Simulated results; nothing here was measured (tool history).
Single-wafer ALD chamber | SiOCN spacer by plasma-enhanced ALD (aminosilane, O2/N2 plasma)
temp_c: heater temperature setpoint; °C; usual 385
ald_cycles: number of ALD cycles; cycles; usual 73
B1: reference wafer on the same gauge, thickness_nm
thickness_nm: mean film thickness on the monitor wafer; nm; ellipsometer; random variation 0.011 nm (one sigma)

Run 1, hour 0.0: usual settings but temp_c 389 °C; B1 4.599. Result: thickness_nm 4.413 nm.
Run 2, hour 24.7: usual settings; B1 4.597. Result: thickness_nm 4.405 nm.
Run 3, hour 57.8: usual settings but temp_c 377 °C; B1 4.603. Result: thickness_nm 4.407 nm.
Run 4, hour 106.0: usual settings but temp_c 393 °C, ald_cycles 61 cycles; B1 4.603. Result: thickness_nm 3.693 nm.
Run 5, hour 137.9: usual settings but temp_c 393 °C, ald_cycles 61 cycles; B1 4.598. Result: thickness_nm 3.688 nm.
Run 6, hour 292.7: usual settings but temp_c 378 °C, ald_cycles 69 cycles; B1 4.601. Result: thickness_nm 4.174 nm.
Run 7, hour 342.7: usual settings but ald_cycles 65 cycles; B1 4.600. Result: thickness_nm 3.923 nm.
Run 8, hour 369.1: usual settings but ald_cycles 65 cycles; B1 4.601. Result: thickness_nm 3.915 nm.
Run 9, hour 438.6: usual settings; B1 4.599. Result: thickness_nm 4.402 nm.
Run 10, hour 500.0: usual settings; B1 4.597. Result: thickness_nm 4.416 nm.
Run 11, hour 540.0: usual settings; B1 4.602. Result: thickness_nm 4.411 nm.
Run 12, hour 600.5: usual settings but ald_cycles 69 cycles; B1 4.603. Result: thickness_nm 4.160 nm.
Run 13, hour 659.9: usual settings but ald_cycles 69 cycles; B1 4.601. Result: thickness_nm 4.168 nm.
Run 14, hour 696.0: usual settings but ald_cycles 69 cycles; B1 4.604. Result: thickness_nm 4.163 nm.

The next listed run, before its measurement:
Run 15, hour 766.1: usual settings but temp_c 391 °C, ald_cycles 85 cycles; B1 ?. Result: thickness_nm ?.

Run 15 gave B1 4.600, thickness_nm 5.116 nm.
Without the tool's hidden state the same run would have given thickness_nm 5.116 nm.

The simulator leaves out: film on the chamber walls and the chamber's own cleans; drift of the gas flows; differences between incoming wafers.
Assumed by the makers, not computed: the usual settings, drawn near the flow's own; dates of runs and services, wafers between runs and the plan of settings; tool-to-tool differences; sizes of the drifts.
